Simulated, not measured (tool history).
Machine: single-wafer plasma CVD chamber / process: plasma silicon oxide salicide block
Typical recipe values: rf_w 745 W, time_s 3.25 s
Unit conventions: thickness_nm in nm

| run | day | rf_w | time_s | wafers since the last listed run | hours since the last RF generator calibration | hours since the showerhead was replaced | hours since the gauge calibration | read-back reference wafer on the same gauge, thickness_nm | thickness_nm |
|---|---|---|---|---|---|---|---|---|---|
| 1 | 0.000 | 865 | 3.49 | 0 | 607.1 | 3462.6 | 108.3 | 40.477 | 41.717 |
| 2 | 1.100 | 865 | 3.49 | 462 | 633.5 | 3489.0 | 134.7 | 40.513 | 41.584 |
| 3 | 1.983 | 745 | 2.80 | 371 | 654.7 | 3510.2 | 155.9 | 40.505 | 32.629 |
| 4 | 3.412 | 745 | 2.80 | 600 | 689.0 | 3544.5 | 190.2 | 40.544 | 32.509 |
| 5 | 4.500 | 745 | 3.25 | 457 | 715.1 | 3570.6 | 216.3 | 40.522 | 37.822 |
| 6 | 5.750 | 745 | 3.25 | 525 | 745.1 | 3600.6 | 246.3 | 40.510 | 37.658 |
| 7 | 6.412 | 745 | 3.25 | 278 | 761.0 | 3616.5 | 262.2 | 40.495 | 37.768 |
| 8 | 7.808 | 745 | 3.25 | 586 | 794.5 | 3650.0 | 295.7 | 40.536 | 37.733 |
| 9 | 8.988 | 745 | 3.25 | 495 | 822.8 | 3678.3 | 324.0 | 40.496 | 37.792 |
| 10 | 9.650 | 745 | 3.25 | 278 | 838.7 | 3694.2 | 339.9 | 40.504 | 37.754 |
| 11 | 11.104 | 745 | 3.45 | 611 | 873.6 | 3729.1 | 374.8 | 40.520 | 40.122 |
| 12 | 11.725 | 785 | 3.47 | 260 | 888.5 | 3744.0 | 389.7 | 40.496 | 40.611 |
| 13 | 12.350 | 785 | 3.47 | 262 | 903.5 | 3759.0 | 404.7 | 40.493 | 40.732 |
|  | 12.879 | RF generator calibrated |
| 14 | 13.321 | 745 | 3.25 | 267 | 10.6 | 3782.3 | 428.0 | 40.477 | 38.211 |
| 15 | 14.433 | 745 | 3.25 | 467 | 37.3 | 3809.0 | 454.7 | 40.514 | 38.176 |
| 16 | 15.196 | 825 | 2.65 | 320 | 55.6 | 3827.3 | 473.0 | 40.474 | 31.716 |
| 17 | 16.446 | 865 | 3.49 | 525 | 85.6 | 3857.3 | 503.0 | 40.485 | 41.958 |
| 18 | 17.792 | 830 | 3.25 | 565 | 117.9 | 3889.6 | 535.3 | 40.513 | 38.909 |
| 19 | 19.221 | 680 | 3.66 | 600 | 152.2 | 3923.9 | 569.6 | 40.479 | 42.388 |
|  | 19.833 | gauge calibrated |
| 20 | 20.508 | 745 | 3.25 | 541 | 183.1 | 3954.8 | 16.2 | 40.486 | 37.860 |
|  | 21.617 | showerhead replaced |
| 21 | 21.942 | 745 | 3.25 | 462 | 217.5 | 7.8 | 50.6 | 40.544 | 38.038 |
| 22 | 23.317 | 825 | 3.59 | 578 | 250.5 | 40.8 | 83.6 | 40.493 | 42.833 |
| 23 | 24.100 | 745 | 3.60 | 329 | 269.3 | 59.6 | 102.4 | 40.491 | 42.046 |
| 24 | 25.242 | 745 | 2.63 | 479 | 296.7 | 87.0 | 129.8 | 40.504 | 30.708 |
| 25 | 26.467 | 745 | 3.25 | 514 | 326.1 | 116.4 | 159.2 | 40.515 | 38.004 |
| 26 | 27.767 | 745 | 3.25 | 546 | 357.3 | 147.6 | 190.4 | 40.505 | 38.062 |
| 27 | 28.529 | 745 | 3.25 | 320 | 375.6 | 165.9 | 208.7 | 40.538 | 37.790 |
| 28 | 29.875 | 745 | 3.87 | 565 | 407.9 | 198.2 | 241.0 | 40.510 | 45.103 |
| 29 | 31.204 | 745 | 3.85 | 558 | 439.8 | 230.1 | 272.9 | 40.505 | 44.826 |

The next listed run, before its measurement:
| 30 | 32.096 | 800 | 3.25 | 374 | 461.2 | 251.5 | 294.3 | ? | ? |

Run 30 produced read-back reference wafer on the same gauge, thickness_nm 40.499, thickness_nm 38.441 nm.
If the tool had no hidden condition, the same run with the same run-to-run variation would have returned thickness_nm 38.866 nm.
